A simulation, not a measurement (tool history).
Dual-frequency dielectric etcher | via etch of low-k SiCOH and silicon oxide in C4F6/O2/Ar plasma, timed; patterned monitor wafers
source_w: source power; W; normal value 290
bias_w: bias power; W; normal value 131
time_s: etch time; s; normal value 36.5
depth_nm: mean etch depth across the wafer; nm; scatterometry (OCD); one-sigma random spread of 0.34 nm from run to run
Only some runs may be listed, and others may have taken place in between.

run	hour	source_w	bias_w	time_s	read-back reference wafer on the same gauge, depth_nm	depth_nm
1	0	290	131	36.5	66.8	68.7
2	61.2	290	131	36.5	66.8	68
3	106.3	320	131	36.5	66.7	72.7
4	222.7	320	131	36.5	66.8	72.6
5	289.4	320	131	36.5	66.8	72
6	358.4	290	131	36.5	66.9	68.3
7	456.1	340	131	36.5	66.8	75
8	495.5	340	131	36.5	66.9	74.9
9	605.6	340	131	36.5	66.8	75.1
10	676.7	260	114	36.5	66.8	60.5
11	760.2	290	131	36.5	66.8	68.2
12	824	290	131	36.5	66.8	68.4
13	891.5	290	131	36.5	66.7	68
14	945.2	290	131	36.5	66.9	67.9
15	1039.1	290	131	36.5	66.8	67.7
16	1143.6	360	131	36.5	66.8	79.7
17	1200.9	290	122	29	66.8	54.1
18	1288.9	290	162	45.5	66.8	93.1
19	1347.9	320	131	36.5	66.7	73.3
20	1438.7	240	109	40	66.8	63.8
21	1490.4	290	131	36.5	66.7	69.3
22	1562.4	310	111	27.5	66.8	52.1
23	1650.1	340	162	36.5	66.8	82
24	1702.1	290	111	36.5	66.9	66.4
25	1745.8	290	131	36.5	66.8	69.4
26	1824.9	320	103	32.5	66.8	60.8
27	1886.8	230	116	36.5	66.8	57
28	1923.4	230	131	39.5	66.9	64
29	1980.9	350	142	36.5	66.8	78.9
30	2072.4	290	131	42.5	66.8	80.9

Missing from the log above: 8 entries noted between runs. For each, name the pair of listed runs it sits between and say how the tool's hidden condition differs from the listed run just before to the listed run just after:
Runs 1 to 2: wet clean of the chamber (hour 35.2)
  source power that arrives over what is set, %: -4.88 -> -4.91
  what was measured, less what the result would be without the hidden state, depth_nm: -2.2 -> -2.2 nm
Runs 2 to 3: gauge calibrated (hour 85.6)
  source power that arrives over what is set, %: -4.91 -> -4.93
  what was measured, less what the result would be without the hidden state, depth_nm: -2.2 -> -2.3 nm
Runs 6 to 7: bias power generator calibrated (hour 367)
  source power that arrives over what is set, %: -5.03 -> -5.07
  what was measured, less what the result would be without the hidden state, depth_nm: -2.3 -> -2.5 nm
Runs 9 to 10: wet clean of the chamber (hour 665.6)
  source power that arrives over what is set, %: -5.11 -> -5.13
  what was measured, less what the result would be without the hidden state, depth_nm: -2.4 -> -2 nm
Runs 10 to 11: upper electrode replaced (hour 704.8)
  source power that arrives over what is set, %: -5.13 -> -5.16
  what was measured, less what the result would be without the hidden state, depth_nm: -2 -> -2.3 nm
Runs 15 to 16: source power generator calibrated (hour 1081.4)
  source power that arrives over what is set, %: -5.22 -> -0.636
  what was measured, less what the result would be without the hidden state, depth_nm: -2.2 -> -0.3 nm
Runs 16 to 17: wet clean of the chamber (hour 1200.4)
  source power that arrives over what is set, %: -0.636 -> -0.883
  what was measured, less what the result would be without the hidden state, depth_nm: -0.3 -> -0.3 nm
Runs 24 to 25: wet clean of the chamber (hour 1745.3)
  source power that arrives over what is set, %: -2.58 -> -2.7
  what was measured, less what the result would be without the hidden state, depth_nm: -1.1 -> -1.1 nm
